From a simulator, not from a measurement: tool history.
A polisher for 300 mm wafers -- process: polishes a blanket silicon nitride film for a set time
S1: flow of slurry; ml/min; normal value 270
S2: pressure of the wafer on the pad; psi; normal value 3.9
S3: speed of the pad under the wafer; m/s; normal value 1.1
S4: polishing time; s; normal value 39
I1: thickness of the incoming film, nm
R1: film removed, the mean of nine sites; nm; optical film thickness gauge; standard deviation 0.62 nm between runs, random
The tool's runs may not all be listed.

run 1 hour=0 | S1=270 S2=3.9 S3=1.1 S4=39 | I1=424 | R1=73.9
run 2 hour=16.5 | S1=270 S2=3.9 S3=1.1 S4=49 | I1=413.1 | R1=92.2
-- hour=24.6 worn pad replaced by a new one
run 3 hour=25.1 | S1=270 S2=3.9 S3=1.1 S4=49 | I1=417.9 | R1=91.7
run 4 hour=32.3 | S1=270 S2=3.9 S3=1.1 S4=49 | I1=427.5 | R1=92.5
run 5 hour=83.8 | S1=270 S2=3.9 S3=1 S4=39 | I1=425.2 | R1=67.2
run 6 hour=97.4 | S1=270 S2=3.9 S3=1 S4=39 | I1=419.6 | R1=67.1
run 7 hour=104 | S1=270 S2=3.9 S3=1 S4=39 | I1=415.3 | R1=67.7
run 8 hour=119 | S1=270 S2=3.9 S3=1.1 S4=39 | I1=423.4 | R1=71.2
run 9 hour=128.7 | S1=270 S2=3.9 S3=1.1 S4=39 | I1=413.3 | R1=72.9
run 10 hour=136.1 | S1=270 S2=3.9 S3=1.1 S4=39 | I1=419.7 | R1=73.8
run 11 hour=143.2 | S1=270 S2=3.9 S3=1.1 S4=39 | I1=426.5 | R1=72.7
-- hour=152.7 worn pad replaced by a new one
run 12 hour=156.4 | S1=270 S2=3.9 S3=1.1 S4=39 | I1=425.5 | R1=72.5
run 13 hour=171 | S1=270 S2=3.9 S3=1.1 S4=39 | I1=422 | R1=71.8
run 14 hour=178.7 | S1=270 S2=3.9 S3=1.1 S4=32 | I1=425.4 | R1=58.9
run 15 hour=195.6 | S1=270 S2=4.9 S3=1.1 S4=39 | I1=420.5 | R1=90
run 16 hour=206.2 | S1=270 S2=3.9 S3=0.84 S4=39 | I1=424.7 | R1=58.2
run 17 hour=219.9 | S1=270 S2=3.9 S3=1.1 S4=39 | I1=414.3 | R1=72.2
run 18 hour=226.8 | S1=215 S2=3.9 S3=1.1 S4=44 | I1=419 | R1=77.5
run 19 hour=255.7 | S1=270 S2=3.9 S3=1.1 S4=39 | I1=423.3 | R1=71.8
-- hour=268.8 head pressure recalibrated
run 20 hour=269.3 | S1=270 S2=3.9 S3=1.1 S4=39 | I1=420.7 | R1=77.7
run 21 hour=283.6 | S1=270 S2=3.9 S3=1.1 S4=49 | I1=414.2 | R1=98.9
-- hour=290 worn pad replaced by a new one
run 22 hour=292.5 | S1=270 S2=3.9 S3=0.74 S4=39 | I1=422.7 | R1=56.8
run 23 hour=306 | S1=270 S2=4.5 S3=1.2 S4=35 | I1=416.4 | R1=86.5
run 24 hour=312 | S1=230 S2=3.9 S3=1.36 S4=52 | I1=422.7 | R1=120.2
run 25 hour=355.5 | S1=270 S2=3.4 S3=0.72 S4=39 | I1=425.3 | R1=48.4
-- hour=363.2 slurry nozzle cleaned
run 26 hour=371.4 | S1=360 S2=4.7 S3=0.78 S4=39 | I1=415.6 | R1=74
run 27 hour=384 | S1=350 S2=3.9 S3=1.1 S4=39 | I1=416.5 | R1=79.7
run 28 hour=395.4 | S1=270 S2=3.9 S3=1.36 S4=49 | I1=426.4 | R1=114.3
-- hour=403.7 worn pad replaced by a new one
run 29 hour=404.2 | S1=270 S2=3.9 S3=1.1 S4=48 | I1=415.5 | R1=95.7
run 30 hour=410.8 | S1=310 S2=5.1 S3=1.1 S4=46 | I1=424.6 | R1=121
run 31 hour=419 | S1=270 S2=5.2 S3=1.1 S4=51 | I1=419.3 | R1=134.5
run 32 hour=428.8 | S1=270 S2=3.9 S3=1.44 S4=39 | I1=413.9 | R1=94.9
run 33 hour=437.1 | S1=230 S2=3.9 S3=1.1 S4=34 | I1=416.8 | R1=66.5
run 34 hour=452.6 | S1=270 S2=3.9 S3=1.1 S4=39 | I1=415.9 | R1=77.2
run 35 hour=462.9 | S1=270 S2=3.9 S3=1.3 S4=47 | I1=423.5 | R1=107.4
run 36 hour=493.2 | S1=270 S2=4.5 S3=1.1 S4=32 | I1=427 | R1=72.7

What if the next run were any one of these 5? Each begins from the tool's condition after run 36:
run A hour=493.6 | S1=270 S2=3.9 S3=1.1 S4=39 | I1=419.3 | R1=?
run B hour=493.6 | S1=210 S2=2.8 S3=1.1 S4=50 | I1=419.3 | R1=?
run C hour=493.6 | S1=270 S2=2.6 S3=1.1 S4=39 | I1=419.3 | R1=?
run D hour=493.6 | S1=270 S2=3.9 S3=0.78 S4=30 | I1=419.3 | R1=?
run E hour=493.6 | S1=360 S2=3.9 S3=0.98 S4=47 | I1=419.3 | R1=?

run=A R1=77.9
run=B R1=69.4
run=C R1=51.9
run=D R1=45.5
run=E R1=87.9
Stripped of hidden state, with their random variation kept, the same runs would have yielded:
run=A R1=79.5
run=B R1=70.9
run=C R1=53
run=D R1=46.4
run=E R1=89.7

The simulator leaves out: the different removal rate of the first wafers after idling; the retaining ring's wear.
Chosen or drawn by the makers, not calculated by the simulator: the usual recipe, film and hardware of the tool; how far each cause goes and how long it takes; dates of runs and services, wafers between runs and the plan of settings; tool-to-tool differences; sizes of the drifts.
